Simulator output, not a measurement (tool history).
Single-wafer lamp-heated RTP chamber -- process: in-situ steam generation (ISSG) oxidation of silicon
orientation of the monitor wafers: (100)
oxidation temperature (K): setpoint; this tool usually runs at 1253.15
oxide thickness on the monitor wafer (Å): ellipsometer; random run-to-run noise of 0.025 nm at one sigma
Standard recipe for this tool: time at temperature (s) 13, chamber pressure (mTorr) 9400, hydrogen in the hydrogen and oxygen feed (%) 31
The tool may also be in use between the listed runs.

| run | hour | oxidation temperature (K) | time at temperature (s) | chamber pressure (mTorr) | hydrogen in the hydrogen and oxygen feed (%) | read-back reference wafer on the same gauge, thickness | oxide thickness on the monitor wafer (Å) |
|---|---|---|---|---|---|---|---|
| 1 | 0 | 1253.15 | 13 | 9400 | 31 | 5.394 | 48.2 |
| 2 | 41.4 | 1253.15 | 13 | 9400 | 31 | 5.389 | 48.21 |
| 3 | 104.8 | 1253.15 | 13 | 9400 | 31 | 5.39 | 48.37 |
| 4 | 175.2 | 1253.15 | 13 | 9400 | 31 | 5.391 | 48.46 |
| 5 | 218.9 | 1253.15 | 13 | 9400 | 31 | 5.391 | 48.1 |
|  | 253.7 | pressure gauge zeroed |
| 6 | 268.2 | 1253.15 | 13 | 9400 | 31 | 5.389 | 48.16 |
| 7 | 332 | 1253.15 | 13 | 9400 | 31 | 5.395 | 48.79 |
| 8 | 376.7 | 1253.15 | 13 | 9400 | 31 | 5.387 | 48.39 |
| 9 | 404.9 | 1253.15 | 11 | 9400 | 31 | 5.384 | 45.71 |
| 10 | 448.5 | 1253.15 | 11 | 9400 | 31 | 5.39 | 45.97 |
|  | 477.9 | hydrogen flow controller replaced |
|  | 483.4 | pyrometer window cleaned and pyrometer calibrated |
| 11 | 503.7 | 1253.15 | 11 | 9400 | 31 | 5.387 | 45.22 |
| 12 | 537.9 | 1253.15 | 13 | 9400 | 31 | 5.386 | 48.16 |
| 13 | 584.4 | 1253.15 | 13 | 9400 | 31 | 5.39 | 48.26 |
| 14 | 628.8 | 1268.15 | 13 | 9400 | 31 | 5.394 | 50.71 |
|  | 629.1 | gauge calibrated |
| 15 | 672.1 | 1253.15 | 13 | 9400 | 31 | 5.386 | 48.22 |
| 16 | 766.4 | 1269.15 | 13 | 9400 | 32 | 5.39 | 51.99 |
| 17 | 829.7 | 1253.15 | 13 | 9400 | 31 | 5.393 | 48.85 |
| 18 | 878.9 | 1262.15 | 13 | 9400 | 31 | 5.388 | 50.23 |
| 19 | 914.8 | 1260.15 | 13 | 9400 | 27 | 5.383 | 48.29 |
| 20 | 970.1 | 1270.15 | 17 | 8000 | 32 | 5.388 | 60.28 |
|  | 1006 | pyrometer window cleaned and pyrometer calibrated |
| 21 | 1037.7 | 1253.15 | 13 | 9400 | 31 | 5.391 | 47.62 |
| 22 | 1103.5 | 1253.15 | 13 | 9400 | 31 | 5.391 | 48.18 |
| 23 | 1259.3 | 1258.15 | 18 | 9400 | 32 | 5.393 | 56.56 |
| 24 | 1298.5 | 1253.15 | 13 | 9400 | 31 | 5.392 | 48.86 |
| 25 | 1502.6 | 1239.15 | 13 | 9400 | 32 | 5.389 | 46.93 |
| 26 | 1548.7 | 1253.15 | 13 | 9400 | 31 | 5.389 | 49.08 |
| 27 | 1575.5 | 1253.15 | 11 | 10000 | 26 | 5.385 | 43.66 |
|  | 1587.9 | pyrometer window cleaned and pyrometer calibrated |
| 28 | 1616.5 | 1253.15 | 17 | 9400 | 31 | 5.392 | 53.34 |
| 29 | 1662.7 | 1253.15 | 13 | 9400 | 31 | 5.383 | 47.63 |
| 30 | 1694.7 | 1244.15 | 10 | 9400 | 31 | 5.393 | 42.27 |
| 31 | 1727.5 | 1253.15 | 18 | 10200 | 31 | 5.389 | 54.46 |
| 32 | 1788 | 1253.15 | 8 | 9400 | 23 | 5.387 | 36.92 |

Per-run results on a tool with no hidden state, each run keeping its own random variation:
The hidden state here: true wafer temperature minus pyrometer reading, K; true pressure minus gauge reading, Torr; deviation of the hydrogen flow from its setpoint, %; gauge reads high (%).
| run | oxide thickness on the monitor wafer (Å) |
|---|---|
| 1 | 48.09 |
| 2 | 48.07 |
| 3 | 48.16 |
| 4 | 48.14 |
| 5 | 47.68 |
| 6 | 47.63 |
| 7 | 48.05 |
| 8 | 47.51 |
| 9 | 44.84 |
| 10 | 44.94 |
| 11 | 45.06 |
| 12 | 47.96 |
| 13 | 48.04 |
| 14 | 50.39 |
| 15 | 47.89 |
| 16 | 51.37 |
| 17 | 48.16 |
| 18 | 49.31 |
| 19 | 47.29 |
| 20 | 58.49 |
| 21 | 47.55 |
| 22 | 48.06 |
| 23 | 56.1 |
| 24 | 48.43 |
| 25 | 45.96 |
| 26 | 47.76 |
| 27 | 42.45 |
| 28 | 53.25 |
| 29 | 47.55 |
| 30 | 42.19 |
| 31 | 54.27 |
| 32 | 36.78 |

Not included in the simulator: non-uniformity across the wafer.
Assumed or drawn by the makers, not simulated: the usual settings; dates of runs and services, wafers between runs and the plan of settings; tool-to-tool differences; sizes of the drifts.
